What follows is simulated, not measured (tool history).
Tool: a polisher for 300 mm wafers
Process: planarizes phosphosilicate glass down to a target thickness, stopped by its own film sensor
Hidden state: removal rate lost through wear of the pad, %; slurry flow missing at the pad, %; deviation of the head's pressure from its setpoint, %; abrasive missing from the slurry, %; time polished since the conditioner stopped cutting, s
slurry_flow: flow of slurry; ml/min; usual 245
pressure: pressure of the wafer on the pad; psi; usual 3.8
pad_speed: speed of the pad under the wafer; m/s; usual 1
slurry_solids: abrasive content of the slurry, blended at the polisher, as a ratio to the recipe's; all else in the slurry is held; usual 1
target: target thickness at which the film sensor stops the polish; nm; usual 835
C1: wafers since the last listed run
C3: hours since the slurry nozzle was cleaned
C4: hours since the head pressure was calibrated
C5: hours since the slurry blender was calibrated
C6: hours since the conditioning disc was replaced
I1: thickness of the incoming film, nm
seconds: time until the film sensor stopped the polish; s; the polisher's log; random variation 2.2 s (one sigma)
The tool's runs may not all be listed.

Run 1, day 0: usual settings; C1 0; wafers polished on this pad 384; C3 715.6; C4 899.3; C5 148.7; C6 85.8; I1 1951.5. Result: seconds 124.1 s.
At day 0.092: slurry blender recalibrated.
Run 2, day 0.712: usual settings but target 995 nm; C1 93; wafers polished on this pad 478; C3 732.7; C4 916.4; C5 14.9; C6 102.9; I1 1899.6. Result: seconds 105.1 s.
Run 3, day 1.221: usual settings but target 995 nm; C1 75; wafers polished on this pad 553; C3 744.9; C4 928.6; C5 27.1; C6 115.1; I1 1938.6. Result: seconds 108.1 s.
At day 2.017: conditioning disc replaced and pad reconditioned.
Run 4, day 2.038: usual settings but target 995 nm; C1 108; wafers polished on this pad 662; C3 764.5; C4 948.2; C5 46.7; C6 0.5; I1 1905.8. Result: seconds 99.3 s.
Run 5, day 2.479: usual settings; C1 65; wafers polished on this pad 728; C3 775.1; C4 958.8; C5 57.3; C6 11.1; I1 1934.1. Result: seconds 119 s.
Run 6, day 3.075: usual settings but target 735 nm; C1 88; wafers polished on this pad 816; C3 789.4; C4 973.1; C5 71.6; C6 25.4; I1 1930.7. Result: seconds 128.1 s.
At day 3.633: head pressure recalibrated.
At day 4.138: worn pad replaced by a new one.
Run 7, day 5.046: usual settings but target 735 nm; C1 255; wafers polished on this pad 134; C3 836.7; C4 33.9; C5 118.9; C6 72.7; I1 1941.1. Result: seconds 136.7 s.
Run 8, day 5.421: usual settings but target 735 nm; C1 55; wafers polished on this pad 190; C3 845.7; C4 42.9; C5 127.9; C6 81.7; I1 1963.7. Result: seconds 138 s.
Run 9, day 5.742: usual settings; C1 47; wafers polished on this pad 238; C3 853.4; C4 50.6; C5 135.6; C6 89.4; I1 1958. Result: seconds 128.8 s.
Run 10, day 6.162: usual settings; C1 62; wafers polished on this pad 300; C3 863.5; C4 60.7; C5 145.7; C6 99.5; I1 1950. Result: seconds 124.7 s.
At day 6.9: slurry blender recalibrated.
Run 11, day 6.921: usual settings but target 722 nm; C1 100; wafers polished on this pad 400; C3 881.7; C4 78.9; C5 0.5; C6 117.7; I1 1943.2. Result: seconds 143.1 s.
At day 7.204: slurry nozzle cleaned.
Run 12, day 7.554: usual settings but pad_speed 0.78 m/s; C1 87; wafers polished on this pad 488; C3 8.4; C4 94.1; C5 15.7; C6 132.9; I1 1911.4. Result: seconds 144.3 s.
Run 13, day 8.012: usual settings; C1 68; wafers polished on this pad 556; C3 19.4; C4 105.1; C5 26.7; C6 143.9; I1 1923.8. Result: seconds 125.6 s.
Run 14, day 8.3: usual settings; C1 42; wafers polished on this pad 599; C3 26.3; C4 112; C5 33.6; C6 150.8; I1 1908.1. Result: seconds 121 s.
At day 8.6: conditioning disc replaced and pad reconditioned.
Run 15, day 8.712: usual settings; C1 48; wafers polished on this pad 648; C3 36.2; C4 121.9; C5 43.5; C6 2.7; I1 1965.2. Result: seconds 121.3 s.
Run 16, day 9.208: usual settings but slurry_flow 210 ml/min, pressure 3.4 psi, target 530 nm; C1 73; wafers polished on this pad 722; C3 48.1; C4 133.8; C5 55.4; C6 14.6; I1 1928. Result: seconds 171.4 s.
Run 17, day 9.762: usual settings but pad_speed 0.68 m/s, target 668 nm; C1 82; wafers polished on this pad 804; C3 61.4; C4 147.1; C5 68.7; C6 27.9; I1 1961.1. Result: seconds 192.7 s.
Run 18, day 10.25: usual settings; C1 72; wafers polished on this pad 876; C3 73.1; C4 158.8; C5 80.4; C6 39.6; I1 1905.9. Result: seconds 117.2 s.
Run 19, day 10.783: usual settings but pressure 4.5 psi; C1 79; wafers polished on this pad 955; C3 85.9; C4 171.6; C5 93.2; C6 52.4; I1 1925.6. Result: seconds 110.4 s.
At day 11.267: worn pad replaced by a new one.
Run 20, day 11.317: usual settings but pad_speed 0.64 m/s, slurry_solids 1.25; C1 54; wafers polished on this pad 7; C3 98.7; C4 184.4; C5 106; C6 65.2; I1 1909.5. Result: seconds 148.4 s.
Run 21, day 11.946: usual settings but pressure 3.4 psi, target 635 nm; C1 93; wafers polished on this pad 100; C3 113.8; C4 199.5; C5 121.1; C6 80.3; I1 1954.2. Result: seconds 167.2 s.

Forecast each of these 4 alternatives for the next run:
Run A, day 11.967: usual settings; C1 3; wafers polished on this pad 103; C3 114.3; C4 200; C5 121.6; C6 80.8; I1 1932.6. Result: seconds ?.
Run B, day 11.967: usual settings but slurry_solids 1.25; C1 3; wafers polished on this pad 103; C3 114.3; C4 200; C5 121.6; C6 80.8; I1 1932.6. Result: seconds ?.
Run C, day 11.967: usual settings but pad_speed 1.14 m/s, target 598 nm; C1 3; wafers polished on this pad 103; C3 114.3; C4 200; C5 121.6; C6 80.8; I1 1932.6. Result: seconds ?.
Run D, day 11.967: usual settings but slurry_flow 325 ml/min, slurry_solids 0.85; C1 3; wafers polished on this pad 103; C3 114.3; C4 200; C5 121.6; C6 80.8; I1 1932.6. Result: seconds ?.

run  seconds
  A    125.2
  B    108.3
  C    138.5
  D    140.9
Without the tool's hidden state the same runs would have given:
run  seconds
  A    114.7
  B     99.2
  C    125.6
  D    129.1

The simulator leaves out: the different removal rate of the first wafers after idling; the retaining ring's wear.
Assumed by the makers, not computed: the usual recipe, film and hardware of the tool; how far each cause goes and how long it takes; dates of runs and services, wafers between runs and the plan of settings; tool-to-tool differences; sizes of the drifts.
